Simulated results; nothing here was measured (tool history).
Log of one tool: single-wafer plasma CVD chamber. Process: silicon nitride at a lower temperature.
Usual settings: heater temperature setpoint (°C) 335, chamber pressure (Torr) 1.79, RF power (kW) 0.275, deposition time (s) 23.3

| run | hour | heater temperature setpoint (°C) | chamber pressure (Torr) | RF power (kW) | deposition time (s) | wafers since the last listed run | hours since the last thermocouple change | hours since the last RF generator calibration | hours since the last manometer calibration | hours since the showerhead was replaced | hours since the gauge calibration | read-back reference wafer on the same gauge, thickness_nm | mean film thickness on the monitor wafer (angstrom) |
|---|---|---|---|---|---|---|---|---|---|---|---|---|---|
| 1 | 0.0 | 335 | 1.79 | 0.295 | 23.3 | 0 | 195.9 | 1271.2 | 2117.8 | 2305.4 | 444.7 | 29.527 | 255.94 |
| 2 | 36.0 | 335 | 1.79 | 0.295 | 23.3 | 936 | 231.9 | 1307.2 | 2153.8 | 2341.4 | 480.7 | 29.511 | 255.17 |
| 3 | 89.2 | 335 | 1.79 | 0.275 | 23.3 | 1383 | 285.1 | 1360.4 | 2207.0 | 2394.6 | 533.9 | 29.498 | 243.19 |
| 4 | 134.1 | 335 | 1.79 | 0.275 | 23.3 | 1167 | 330.0 | 1405.3 | 2251.9 | 2439.5 | 578.8 | 29.552 | 241.35 |
| 5 | 170.1 | 335 | 1.79 | 0.275 | 23.3 | 936 | 366.0 | 1441.3 | 2287.9 | 2475.5 | 614.8 | 29.414 | 239.56 |
| 6 | 199.0 | 335 | 1.79 | 0.275 | 23.3 | 751 | 394.9 | 1470.2 | 2316.8 | 2504.4 | 643.7 | 29.476 | 241.50 |
| 7 | 254.0 | 335 | 1.79 | 0.275 | 23.3 | 1430 | 449.9 | 1525.2 | 2371.8 | 2559.4 | 698.7 | 29.457 | 239.55 |
| 8 | 310.6 | 335 | 1.79 | 0.275 | 23.3 | 1471 | 506.5 | 1581.8 | 2428.4 | 2616.0 | 755.3 | 29.536 | 240.54 |
| 9 | 344.7 | 326 | 1.79 | 0.275 | 23.3 | 886 | 540.6 | 1615.9 | 2462.5 | 2650.1 | 789.4 | 29.507 | 243.51 |
| 10 | 386.4 | 326 | 1.79 | 0.275 | 23.3 | 1084 | 582.3 | 1657.6 | 2504.2 | 2691.8 | 831.1 | 29.450 | 243.11 |
| 11 | 438.3 | 326 | 1.79 | 0.275 | 23.3 | 1349 | 634.2 | 1709.5 | 2556.1 | 2743.7 | 883.0 | 29.459 | 241.91 |
| 12 | 499.1 | 335 | 1.79 | 0.310 | 23.3 | 1581 | 695.0 | 1770.3 | 2616.9 | 2804.5 | 943.8 | 29.467 | 261.72 |
| 13 | 552.5 | 335 | 1.79 | 0.310 | 23.3 | 1388 | 748.4 | 1823.7 | 2670.3 | 2857.9 | 997.2 | 29.465 | 261.38 |
| 14 | 620.8 | 335 | 1.53 | 0.275 | 23.3 | 1776 | 816.7 | 1892.0 | 2738.6 | 2926.2 | 1065.5 | 29.498 | 232.72 |
|  | 680.4 | capacitance manometer re-zeroed and calibrated |
| 15 | 680.9 | 342 | 2.09 | 0.275 | 25.2 | 1354 | 876.8 | 1952.1 | 0.5 | 2986.3 | 1125.6 | 29.561 | 263.92 |
| 16 | 724.3 | 327 | 1.35 | 0.240 | 23.3 | 1128 | 920.2 | 1995.5 | 43.9 | 3029.7 | 1169.0 | 29.528 | 209.31 |
| 17 | 774.7 | 335 | 1.79 | 0.275 | 23.3 | 1310 | 970.6 | 2045.9 | 94.3 | 3080.1 | 1219.4 | 29.496 | 240.46 |
|  | 832.5 | showerhead replaced |
| 18 | 833.0 | 321 | 1.79 | 0.300 | 23.3 | 1308 | 1028.9 | 2104.2 | 152.6 | 0.5 | 1277.7 | 29.538 | 255.48 |
|  | 922.8 | thermocouple changed; heater temperature recalibrated |
| 19 | 965.8 | 344 | 2.15 | 0.235 | 23.3 | 3245 | 43.0 | 2237.0 | 285.4 | 133.3 | 1410.5 | 29.493 | 218.12 |
|  | 975.0 | gauge calibrated |
| 20 | 1007.7 | 335 | 1.79 | 0.275 | 25.1 | 1089 | 84.9 | 2278.9 | 327.3 | 175.2 | 32.7 | 29.465 | 257.64 |
| 21 | 1052.4 | 347 | 1.94 | 0.310 | 25.6 | 1162 | 129.6 | 2323.6 | 372.0 | 219.9 | 77.4 | 29.499 | 287.38 |
|  | 1128.1 | RF generator calibrated |
| 22 | 1128.6 | 335 | 1.79 | 0.310 | 23.3 | 1773 | 205.8 | 0.5 | 448.2 | 296.1 | 153.6 | 29.539 | 267.70 |
| 23 | 1160.5 | 340 | 1.55 | 0.275 | 19.7 | 829 | 237.7 | 32.4 | 480.1 | 328.0 | 185.5 | 29.524 | 203.08 |
| 24 | 1203.5 | 350 | 1.79 | 0.310 | 23.3 | 1118 | 280.7 | 75.4 | 523.1 | 371.0 | 228.5 | 29.560 | 265.70 |
| 25 | 1252.4 | 335 | 1.79 | 0.255 | 25.6 | 1271 | 329.6 | 124.3 | 572.0 | 419.9 | 277.4 | 29.414 | 255.40 |
| 26 | 1311.3 | 326 | 1.79 | 0.275 | 23.3 | 1531 | 388.5 | 183.2 | 630.9 | 478.8 | 336.3 | 29.542 | 247.91 |
| 27 | 1371.6 | 335 | 1.79 | 0.275 | 23.3 | 1568 | 448.8 | 243.5 | 691.2 | 539.1 | 396.6 | 29.523 | 244.69 |
| 28 | 1396.0 | 339 | 2.05 | 0.295 | 27.8 | 634 | 473.2 | 267.9 | 715.6 | 563.5 | 421.0 | 29.486 | 313.24 |
| 29 | 1443.0 | 335 | 1.79 | 0.295 | 25.0 | 1222 | 520.2 | 314.9 | 762.6 | 610.5 | 468.0 | 29.504 | 277.52 |

Forecast each of these 3 alternatives for the next run:
| A | 1443.4 | 335 | 1.79 | 0.275 | 23.3 | 10 | 520.6 | 315.3 | 763.0 | 610.9 | 468.4 | ? | ? |
| B | 1443.4 | 341 | 1.54 | 0.320 | 20.7 | 10 | 520.6 | 315.3 | 763.0 | 610.9 | 468.4 | ? | ? |
| C | 1443.4 | 335 | 1.58 | 0.315 | 18.7 | 10 | 520.6 | 315.3 | 763.0 | 610.9 | 468.4 | ? | ? |

| run | read-back reference wafer on the same gauge, thickness_nm | mean film thickness on the monitor wafer (angstrom) |
|---|---|---|
| A | 29.500 | 245.46 |
| B | 29.500 | 235.89 |
| C | 29.500 | 212.23 |
Without the tool's hidden state the same runs would have given:
| run | mean film thickness on the monitor wafer (angstrom) |
|---|---|
| A | 246.96 |
| B | 237.29 |
| C | 213.49 |
